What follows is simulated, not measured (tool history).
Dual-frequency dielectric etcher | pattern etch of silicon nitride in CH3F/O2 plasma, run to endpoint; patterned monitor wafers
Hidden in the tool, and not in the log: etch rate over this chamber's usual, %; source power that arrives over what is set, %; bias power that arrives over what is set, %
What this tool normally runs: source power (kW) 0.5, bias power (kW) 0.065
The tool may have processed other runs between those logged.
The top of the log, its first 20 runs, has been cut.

run    hour  source power (kW)  bias power (kW)  wafers since the last listed run  hours since the last wet clean  hours since the last source power generator calibration  hours since the last bias power generator calibration  hours since the last upper electrode change  incoming incoming film thickness, nm  endpoint time (s)
 21  1648.7               0.58            0.055                               285                           117.4                                                   2636.5                                                  575.8                                        715.8                                  73.9               78.4
 22  1718.4                0.5            0.065                               544                           187.1                                                   2706.2                                                  645.5                                        785.5                                  74.9               82.6
 23  1792.9               0.58            0.059                               582                           261.6                                                   2780.7                                                    720                                          860                                  74.4               77.1
 24  1837.8               0.44            0.056                               350                           306.5                                                   2825.6                                                  764.9                                        904.9                                  74.9               92.9
     1911.9  -- source power generator calibrated
     2000.9  -- wet clean of the chamber
 25  2079.4                0.5            0.065                              1668                            78.5                                                    167.5                                                 1006.5                                       1146.5                                  74.3               79.3
 26    2153               0.53             0.05                               575                           152.1                                                    241.1                                                 1080.1                                       1220.1                                  74.1               80.4
 27  2217.7               0.42            0.078                               505                           216.8                                                    305.8                                                 1144.8                                       1284.8                                  74.8               85.6
 28  2508.4               0.57            0.051                              2271                           507.5                                                    596.5                                                 1435.5                                       1575.5                                  74.9               77.5
     2542.2  -- wet clean of the chamber
 29  2552.1               0.56            0.052                               153                             9.9                                                    640.2                                                 1479.2                                       1619.2                                  73.2               74.1
 30  2633.9               0.44            0.081                               639                            91.7                                                      722                                                   1561                                         1701                                  74.7                 82
 31    2728               0.45            0.075                               735                           185.8                                                    816.1                                                 1655.1                                       1795.1                                  74.8               82.1

Below are 3 alternative next runs, each starting from the tool's condition after run 31. Predict each:
  A  2728.5                0.5            0.065                                 3                           186.3                                                    816.6                                                 1655.6                                       1795.6                                  74.4                  ?
  B  2728.5                0.4            0.052                                 3                           186.3                                                    816.6                                                 1655.6                                       1795.6                                  74.4                  ?
  C  2728.5               0.59            0.057                                 3                           186.3                                                    816.6                                                 1655.6                                       1795.6                                  74.4                  ?

run  endpoint time (s)
  A               78.9
  B               95.6
  C               73.4
Had the tool no hidden state, the same runs would have come out as:
run  endpoint time (s)
  A               78.8
  B               95.5
  C               73.3
